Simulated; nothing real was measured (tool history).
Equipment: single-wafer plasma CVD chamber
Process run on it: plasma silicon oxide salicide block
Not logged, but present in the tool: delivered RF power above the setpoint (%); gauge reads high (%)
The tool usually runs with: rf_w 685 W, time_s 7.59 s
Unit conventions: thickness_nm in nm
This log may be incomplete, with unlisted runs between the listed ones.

| run | day | rf_w | time_s | wafers since the last listed run | hours since the last RF generator calibration | hours since the showerhead was replaced | hours since the gauge calibration | read-back reference wafer on the same gauge, thickness_nm | thickness_nm |
|---|---|---|---|---|---|---|---|---|---|
| 1 | 0.000 | 685 | 7.59 | 0 | 1070.8 | 7731.0 | 965.5 | 72.246 | 76.263 |
| 2 | 2.150 | 685 | 7.59 | 1775 | 1122.4 | 7782.6 | 1017.1 | 72.349 | 76.540 |
| 3 | 3.383 | 685 | 7.59 | 1018 | 1152.0 | 7812.2 | 1046.7 | 72.260 | 76.030 |
| 4 | 4.975 | 685 | 7.59 | 1314 | 1190.2 | 7850.4 | 1084.9 | 72.285 | 76.518 |
|  | 7.750 | RF generator calibrated |
| 5 | 13.775 | 580 | 7.59 | 6990 | 144.6 | 8061.6 | 1296.1 | 72.313 | 74.049 |
| 6 | 16.771 | 580 | 7.59 | 2473 | 216.5 | 8133.5 | 1368.0 | 72.323 | 73.868 |
| 7 | 18.371 | 685 | 7.59 | 1321 | 254.9 | 8171.9 | 1406.4 | 72.323 | 77.728 |
| 8 | 21.100 | 685 | 7.59 | 2253 | 320.4 | 8237.4 | 1471.9 | 72.337 | 77.879 |
| 9 | 22.496 | 685 | 7.59 | 1152 | 353.9 | 8270.9 | 1505.4 | 72.370 | 77.665 |
| 10 | 24.921 | 685 | 7.59 | 2002 | 412.1 | 8329.1 | 1563.6 | 72.342 | 77.341 |
| 11 | 27.112 | 640 | 8.28 | 1809 | 464.7 | 8381.7 | 1616.2 | 72.310 | 82.654 |
| 12 | 28.117 | 640 | 8.28 | 829 | 488.8 | 8405.8 | 1640.3 | 72.304 | 82.479 |
| 13 | 30.508 | 640 | 8.28 | 1974 | 546.2 | 8463.2 | 1697.7 | 72.335 | 82.213 |
| 14 | 38.671 | 720 | 7.59 | 6739 | 742.1 | 8659.1 | 1893.6 | 72.291 | 78.071 |
| 15 | 41.425 | 720 | 7.59 | 2274 | 808.2 | 8725.2 | 1959.7 | 72.230 | 78.235 |
|  | 42.121 | showerhead replaced, of another model than before |
| 16 | 43.158 | 645 | 7.02 | 1155 | 849.8 | 24.9 | 2001.3 | 72.298 | 68.858 |
| 17 | 45.600 | 550 | 7.59 | 2016 | 908.4 | 83.5 | 2059.9 | 72.331 | 69.087 |
| 18 | 47.112 | 685 | 7.59 | 1248 | 944.7 | 119.8 | 2096.2 | 72.237 | 76.410 |
| 19 | 48.821 | 750 | 7.59 | 1410 | 985.7 | 160.8 | 2137.2 | 72.328 | 78.987 |
| 20 | 50.125 | 640 | 8.00 | 1076 | 1017.0 | 192.1 | 2168.5 | 72.303 | 78.043 |
|  | 51.667 | RF generator calibrated |
| 21 | 52.933 | 560 | 7.15 | 2043 | 30.4 | 259.5 | 2235.9 | 72.339 | 67.367 |
|  | 56.458 | gauge calibrated |
| 22 | 60.596 | 685 | 7.59 | 6326 | 214.3 | 443.4 | 99.3 | 72.276 | 77.606 |
| 23 | 63.271 | 750 | 7.59 | 2208 | 278.5 | 507.6 | 163.5 | 72.337 | 80.540 |
| 24 | 65.512 | 720 | 7.59 | 1850 | 332.3 | 561.4 | 217.3 | 72.278 | 79.333 |
| 25 | 67.033 | 625 | 6.76 | 1255 | 368.8 | 597.9 | 253.8 | 72.345 | 66.107 |

For run 26, what comes out?
| 26 | 68.688 | 685 | 7.59 | 1365 | 408.5 | 637.6 | 293.5 | ? | ? |

read-back reference wafer on the same gauge, thickness_nm: 72.221
thickness_nm: 77.109 nm
If the tool had no hidden condition, the same run with the same run-to-run variation would have returned thickness_nm 78.150 nm.

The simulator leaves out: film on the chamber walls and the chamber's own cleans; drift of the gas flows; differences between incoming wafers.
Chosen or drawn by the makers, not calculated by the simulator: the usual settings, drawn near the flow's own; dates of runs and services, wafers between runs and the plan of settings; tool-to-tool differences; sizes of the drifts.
